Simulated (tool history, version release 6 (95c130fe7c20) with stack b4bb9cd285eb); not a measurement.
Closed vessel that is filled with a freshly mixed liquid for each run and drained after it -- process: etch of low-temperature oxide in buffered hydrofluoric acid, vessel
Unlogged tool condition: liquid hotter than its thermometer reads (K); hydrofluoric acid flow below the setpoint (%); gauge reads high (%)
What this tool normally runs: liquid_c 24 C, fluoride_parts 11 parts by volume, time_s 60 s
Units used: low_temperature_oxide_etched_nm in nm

run	hour	liquid_c	fluoride_parts	time_s	wafers since the last listed run	hours since the thermometer was replaced	hours since the hydrofluoric acid flow meter was replaced	hours since the gauge calibration	read-back film thickness of the low-temperature oxide reference wafer, read on the same gauge (nm)	low_temperature_oxide_etched_nm
1	0	27.5	11	80	0	2096.7	1053.5	507.4	79.98	506.67
2	67.1	27.5	11	80	7725	2163.8	1120.6	574.5	80	505.91
3	92.1	27.5	11	80	2878	2188.8	1145.6	599.5	80	508.81
4	161.9	24	11	60	8035	2258.6	1215.4	669.3	80	310.28
5	222.1	24	11	60	6930	2318.8	1275.6	729.5	79.98	315
6	281.7	24	11	60	6861	2378.4	1335.2	789.1	79.99	318.26
7	346.3	24	11	60	7437	2443	1399.8	853.7	80.01	316.19
8	402	24	11	60	6412	2498.7	1455.5	909.4	79.98	314.68
# hour 415.6: thermometer replaced
9	574.9	24	11	60	19790	159.3	1628.4	1082.3	80.01	341.22
# hour 608.6: thermometer replaced, repeated, since the last time left the tool worse
10	638.1	21.5	11	60	7160	29.5	1691.6	1145.5	80	254
11	677.4	26	12	60	4524	68.8	1730.9	1184.8	80	302.9
12	738.3	26	12	60	7011	129.7	1791.8	1245.7	80	298.73
# hour 764.4: hydrofluoric acid flow meter replaced
13	788	24	8.5	45	5606	179.4	23.6	1295.4	80.01	273.55
14	833.6	26	12.5	85	5249	225	69.2	1341	80	413.78
# hour 867.3: gauge calibrated
15	900.5	19.5	15	30	7702	291.9	136.1	33.2	80	85.15
16	965.8	22.5	11	60	7517	357.2	201.4	98.5	80	276.19
17	1001.6	21.5	13	45	4121	393	237.2	134.3	80.01	162.53
18	1044.5	19.5	13.5	80	4938	435.9	280.1	177.2	79.98	251.39
19	1081.4	28	14	85	4248	472.8	317	214.1	80	411.65
20	1117.6	26	7	75	4167	509	353.2	250.3	80	628
21	1154.8	24	14	60	4282	546.2	390.4	287.5	79.99	237.28
22	1180.1	24	11	60	2912	571.5	415.7	312.8	79.99	300.05
23	1228.3	24	11	60	5549	619.7	463.9	361	80	296.23
24	1269.9	22.5	7.5	75	4789	661.3	505.5	402.6	79.98	504.15

Describe how what the log doesn't record of the tool's condition differs between the last listed run preceding each entry between runs and the first listed run following it.
Logged between run 8 and run 9: thermometer replaced (hour 415.6)
  liquid hotter than its thermometer reads (K): 1.79 -> 3.23
  the result without the hidden state subtracted from the measured one, low_temperature_oxide_etched_nm: +29.11 -> +54.59 nm
Logged between run 9 and run 10: thermometer replaced, repeated, since the last time left the tool worse (hour 608.6)
  liquid hotter than its thermometer reads (K): 3.23 -> 0.307
  the result without the hidden state subtracted from the measured one, low_temperature_oxide_etched_nm: +54.59 -> +4.32 nm
Logged between run 12 and run 13: hydrofluoric acid flow meter replaced (hour 764.4)
  liquid hotter than its thermometer reads (K): 0.375 -> 0.409
  the result without the hidden state subtracted from the measured one, low_temperature_oxide_etched_nm: +6.04 -> +6.04 nm
Logged between run 14 and run 15: gauge calibrated (hour 867.3)
  liquid hotter than its thermometer reads (K): 0.44 -> 0.485
  the result without the hidden state subtracted from the measured one, low_temperature_oxide_etched_nm: +9.68 -> +2.31 nm

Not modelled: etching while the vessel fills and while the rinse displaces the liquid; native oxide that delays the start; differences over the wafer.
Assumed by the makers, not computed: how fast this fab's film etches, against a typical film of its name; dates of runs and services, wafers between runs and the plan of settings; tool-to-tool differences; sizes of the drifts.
